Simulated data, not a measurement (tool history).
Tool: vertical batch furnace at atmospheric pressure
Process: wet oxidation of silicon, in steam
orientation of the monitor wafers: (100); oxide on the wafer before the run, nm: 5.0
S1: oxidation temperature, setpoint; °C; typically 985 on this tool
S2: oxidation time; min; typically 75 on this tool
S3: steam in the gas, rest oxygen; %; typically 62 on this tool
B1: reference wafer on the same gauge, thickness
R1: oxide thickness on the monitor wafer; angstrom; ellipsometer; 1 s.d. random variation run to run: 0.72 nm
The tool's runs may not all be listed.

Run 1, hour 0: usual settings; B1 276.74. Result: R1 2682 angstrom.
Run 2, hour 23.6: usual settings; B1 276.78. Result: R1 2687.4 angstrom.
Run 3, hour 47.1: usual settings; B1 277.24. Result: R1 2698.3 angstrom.
Run 4, hour 62.3: usual settings; B1 277.03. Result: R1 2688 angstrom.
Run 5, hour 88.2: usual settings; B1 277.28. Result: R1 2685.1 angstrom.
Run 6, hour 123.6: usual settings but S1 980 °C; B1 276.97. Result: R1 2573.1 angstrom.
Run 7, hour 152: usual settings but S1 980 °C; B1 276.96. Result: R1 2563.9 angstrom.
Run 8, hour 183.6: usual settings; B1 277.03. Result: R1 2685.9 angstrom.
Run 9, hour 212.6: usual settings but S1 1001 °C; B1 277.07. Result: R1 3044.4 angstrom.
At hour 258.9: steam generator serviced.
Run 10, hour 259.4: usual settings but S1 1001 °C; B1 277.18. Result: R1 3232.8 angstrom.
Run 11, hour 276.1: usual settings but S1 1001 °C; B1 277.2. Result: R1 3229.9 angstrom.
Run 12, hour 311.5: usual settings; B1 276.88. Result: R1 2842 angstrom.
At hour 335.7: gauge calibrated.
Run 13, hour 341.3: usual settings; B1 276.78. Result: R1 2842.6 angstrom.
At hour 376.1: thermocouples replaced and temperature profile calibrated.
Run 14, hour 376.5: usual settings but S1 1001 °C; B1 276.9. Result: R1 3233.2 angstrom.
Run 15, hour 400.7: usual settings but S3 57 %; B1 276.98. Result: R1 2658.1 angstrom.
Run 16, hour 435.4: usual settings but S1 969 °C, S3 65 %; B1 277.24. Result: R1 2549.1 angstrom.
Run 17, hour 466.7: usual settings; B1 276.99. Result: R1 2819.8 angstrom.
Run 18, hour 486.4: usual settings but S1 1007 °C, S2 97 min, S3 58 %; B1 276.94. Result: R1 3821.7 angstrom.
Run 19, hour 510.1: usual settings but S1 1005 °C, S3 53 %; B1 277.1. Result: R1 2956.8 angstrom.
Run 20, hour 528.9: usual settings but S1 960 °C, S3 68 %; B1 276.76. Result: R1 2425.3 angstrom.
Run 21, hour 560.1: usual settings but S1 968 °C, S2 45.5 min, S3 59 %; B1 276.8. Result: R1 1578.3 angstrom.
Run 22, hour 576.7: usual settings but S1 970 °C, S2 51 min, S3 57 %; B1 277.07. Result: R1 1721.6 angstrom.
Run 23, hour 601.7: usual settings but S1 962 °C, S2 54.5 min, S3 51 %; B1 277. Result: R1 1524.5 angstrom.
Run 24, hour 621.5: usual settings but S1 968 °C, S2 45.5 min, S3 59 %; B1 277.12. Result: R1 1579.7 angstrom.
Run 25, hour 654.9: usual settings but S1 963 °C, S2 59.5 min, S3 68 %; B1 276.95. Result: R1 2079.8 angstrom.
Run 26, hour 690.2: usual settings but S1 994 °C, S2 112 min; B1 276.9. Result: R1 4012.6 angstrom.

Predict each of these 3 candidate next runs independently; none follows another, all start after run 26:
Run A, hour 695.2: usual settings but S1 971 °C; B1 ?. Result: R1 ?.
Run B, hour 695.2: usual settings but S1 975 °C, S2 88.5 min; B1 ?. Result: R1 ?.
Run C, hour 695.2: usual settings but S1 965 °C, S2 92 min, S3 73 %; B1 ?. Result: R1 ?.

run   B1      R1
  A  277  2491.1
  B  277  2919.1
  C  277  3107.4
Without the tool's unlogged condition, the same runs would have read:
run      R1
  A  2535.8
  B  2969.9
  C  3161.8
